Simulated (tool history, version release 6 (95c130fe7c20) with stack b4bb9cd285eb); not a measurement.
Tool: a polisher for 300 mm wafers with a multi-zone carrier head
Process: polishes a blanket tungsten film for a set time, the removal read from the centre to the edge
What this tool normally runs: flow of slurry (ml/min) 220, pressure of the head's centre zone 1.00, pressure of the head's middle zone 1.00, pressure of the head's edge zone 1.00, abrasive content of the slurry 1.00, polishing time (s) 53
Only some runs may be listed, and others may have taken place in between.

run	day	flow of slurry (ml/min)	pressure of the head's centre zone	pressure of the head's middle zone	pressure of the head's edge zone	abrasive content of the slurry	polishing time (s)	incoming thickness of the incoming film, nm	film removed at the wafer's centre (Å)	film removed at mid-radius (Å)	film removed at the wafer's edge (Å)
1	0.000	220	1.00	1.00	1.00	1.00	53	873.8	1849	1684	1706
# day 0.617: worn pad replaced by a new one
2	1.054	220	1.00	1.00	1.00	1.00	53	888.8	2004	1835	1867
3	2.508	220	1.00	1.00	1.00	1.00	53	902.2	2020	1864	1876
# day 2.683: slurry nozzle cleaned
# day 3.954: carrier head's membrane replaced by a new one
4	3.975	220	1.00	1.00	1.00	1.00	53	880.1	1973	1748	1857
5	4.775	220	1.08	1.00	1.00	0.85	53	899.0	2092	1690	1750
6	6.129	220	1.00	1.00	1.10	1.00	53	894.9	2002	1708	1874
7	6.879	220	1.00	1.00	1.00	1.00	61	886.2	2239	1958	1971
8	8.279	220	1.00	1.00	1.06	1.15	53	892.6	1993	1720	1776
# day 8.988: worn pad replaced by a new one
9	9.008	185	0.93	0.92	1.00	1.25	53	905.5	2046	1759	1986
# day 9.967: centre zone pressure recalibrated
10	9.988	220	0.95	1.00	1.00	1.10	53	897.0	1833	1880	1931
11	11.054	220	1.08	1.07	1.00	1.00	53	900.5	2109	1946	1827
12	11.938	220	1.00	1.00	1.00	1.00	53	886.5	1850	1813	1847
13	12.504	220	1.11	1.00	1.00	1.00	60	879.3	2373	2054	2081
14	14.000	220	1.00	1.00	1.00	1.00	53	903.0	1862	1776	1815
15	15.167	220	0.92	1.06	1.00	0.75	53	885.6	1576	1690	1616
16	16.212	220	1.00	1.00	1.00	1.00	53	891.3	1835	1667	1712
# day 16.888: worn pad replaced by a new one
17	17.592	220	1.00	0.95	1.05	1.00	38	896.3	1440	1269	1376
18	18.496	220	1.00	1.00	1.00	1.00	53	895.3	2074	1856	1859
19	19.904	155	1.05	1.00	1.00	1.00	53	884.6	1959	1677	1761
20	21.329	220	1.00	1.00	1.00	1.00	53	892.6	2035	1785	1832

Alternative continuations, all from the tool just after run 20; predict every row:
A	21.346	220	1.00	1.00	1.00	1.00	41	905.5	?	?	?
B	21.346	220	1.00	1.00	1.00	1.10	53	905.5	?	?	?
C	21.346	220	1.06	1.00	1.00	1.00	53	905.5	?	?	?
D	21.346	220	0.91	1.00	1.00	1.00	53	905.5	?	?	?
E	21.346	220	1.09	1.00	1.09	1.00	53	905.5	?	?	?

run	film removed at the wafer's centre (Å)	film removed at mid-radius (Å)	film removed at the wafer's edge (Å)
A	1563	1357	1395
B	2071	1798	1848
C	2142	1754	1803
D	1839	1755	1803
E	2203	1753	1881
Take away the tool's hidden state, keep each run's random variation, and the runs would have read:
run	film removed at the wafer's centre (Å)	film removed at mid-radius (Å)	film removed at the wafer's edge (Å)
A	1464	1415	1454
B	1940	1875	1926
C	2007	1829	1879
D	1721	1830	1879
E	2064	1828	1961
